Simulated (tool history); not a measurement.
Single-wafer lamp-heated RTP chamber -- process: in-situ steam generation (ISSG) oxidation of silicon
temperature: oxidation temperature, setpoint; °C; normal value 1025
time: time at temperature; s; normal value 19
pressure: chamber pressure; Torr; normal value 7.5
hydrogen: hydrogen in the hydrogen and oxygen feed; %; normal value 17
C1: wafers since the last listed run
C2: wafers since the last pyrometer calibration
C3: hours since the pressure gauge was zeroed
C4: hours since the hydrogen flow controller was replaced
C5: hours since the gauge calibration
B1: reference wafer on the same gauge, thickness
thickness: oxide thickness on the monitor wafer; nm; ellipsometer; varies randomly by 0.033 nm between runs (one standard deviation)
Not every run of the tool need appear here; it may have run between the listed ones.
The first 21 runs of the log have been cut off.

{"run": 22, "day": 11.888, "temperature": 1025, "time": 16, "pressure": 7.5, "hydrogen": 11, "C1": 216, "C2": 1517, "C3": 214.5, "C4": 131.6, "C5": 220.3, "B1": 4.741, "thickness": 4.7}
{"run": 23, "day": 12.15, "temperature": 1025, "time": 19, "pressure": 7.5, "hydrogen": 17, "C1": 86, "C2": 1604, "C3": 220.8, "C4": 137.9, "C5": 226.6, "B1": 4.759, "thickness": 5.636}
{"run": 24, "day": 12.888, "temperature": 1025, "time": 26, "pressure": 7.5, "hydrogen": 17, "C1": 242, "C2": 1846, "C3": 238.5, "C4": 155.6, "C5": 244.3, "B1": 4.747, "thickness": 6.631}
{"run": 25, "day": 13.217, "temperature": 1036, "time": 19, "pressure": 6.9, "hydrogen": 17, "C1": 108, "C2": 1954, "C3": 246.4, "C4": 163.5, "C5": 252.2, "B1": 4.743, "thickness": 5.928}
{"run": 26, "day": 13.908, "temperature": 1014, "time": 19, "pressure": 7.5, "hydrogen": 22, "C1": 227, "C2": 2181, "C3": 263.0, "C4": 180.1, "C5": 268.8, "B1": 4.75, "thickness": 5.748}
{"run": 27, "day": 14.529, "temperature": 1025, "time": 19, "pressure": 7.5, "hydrogen": 17, "C1": 203, "C2": 2385, "C3": 277.9, "C4": 195.0, "C5": 283.7, "B1": 4.748, "thickness": 5.667}
{"run": 28, "day": 14.975, "temperature": 1009, "time": 19, "pressure": 8.1, "hydrogen": 17, "C1": 146, "C2": 2531, "C3": 288.6, "C4": 205.7, "C5": 294.4, "B1": 4.749, "thickness": 5.211}
{"run": 29, "day": 15.342, "temperature": 1013, "time": 25, "pressure": 6.9, "hydrogen": 17, "C1": 120, "C2": 2652, "C3": 297.4, "C4": 214.5, "C5": 303.2, "B1": 4.744, "thickness": 6.135}
{"run": 30, "day": 15.775, "temperature": 1025, "time": 19, "pressure": 7.5, "hydrogen": 17, "C1": 142, "C2": 2794, "C3": 307.8, "C4": 224.9, "C5": 313.6, "B1": 4.75, "thickness": 5.627}
{"run": 31, "day": 16.167, "temperature": 1025, "time": 19, "pressure": 9.0, "hydrogen": 17, "C1": 128, "C2": 2923, "C3": 317.2, "C4": 234.3, "C5": 323.0, "B1": 4.753, "thickness": 5.629}

Alternative continuations, all from the tool just after run 31; predict every row:
{"run": "A", "day": 16.183, "temperature": 1025, "time": 19, "pressure": 7.5, "hydrogen": 17, "C1": 5, "C2": 2928, "C3": 317.6, "C4": 234.7, "C5": 323.4, "B1": "?", "thickness": "?"}
{"run": "B", "day": 16.183, "temperature": 1041, "time": 19, "pressure": 8.5, "hydrogen": 17, "C1": 5, "C2": 2928, "C3": 317.6, "C4": 234.7, "C5": 323.4, "B1": "?", "thickness": "?"}
{"run": "C", "day": 16.183, "temperature": 1031, "time": 19, "pressure": 8.3, "hydrogen": 17, "C1": 5, "C2": 2928, "C3": 317.6, "C4": 234.7, "C5": 323.4, "B1": "?", "thickness": "?"}
{"run": "D", "day": 16.183, "temperature": 1025, "time": 19, "pressure": 7.5, "hydrogen": 21, "C1": 5, "C2": 2928, "C3": 317.6, "C4": 234.7, "C5": 323.4, "B1": "?", "thickness": "?"}

run=A B1=4.749 thickness=5.692
run=B B1=4.749 thickness=6.173
run=C B1=4.749 thickness=5.868
run=D B1=4.749 thickness=5.984
The same runs, with their run-to-run variation unchanged, on a tool lacking any hidden condition would have given:
run=A thickness=5.521
run=B thickness=5.971
run=C thickness=5.686
run=D thickness=5.805
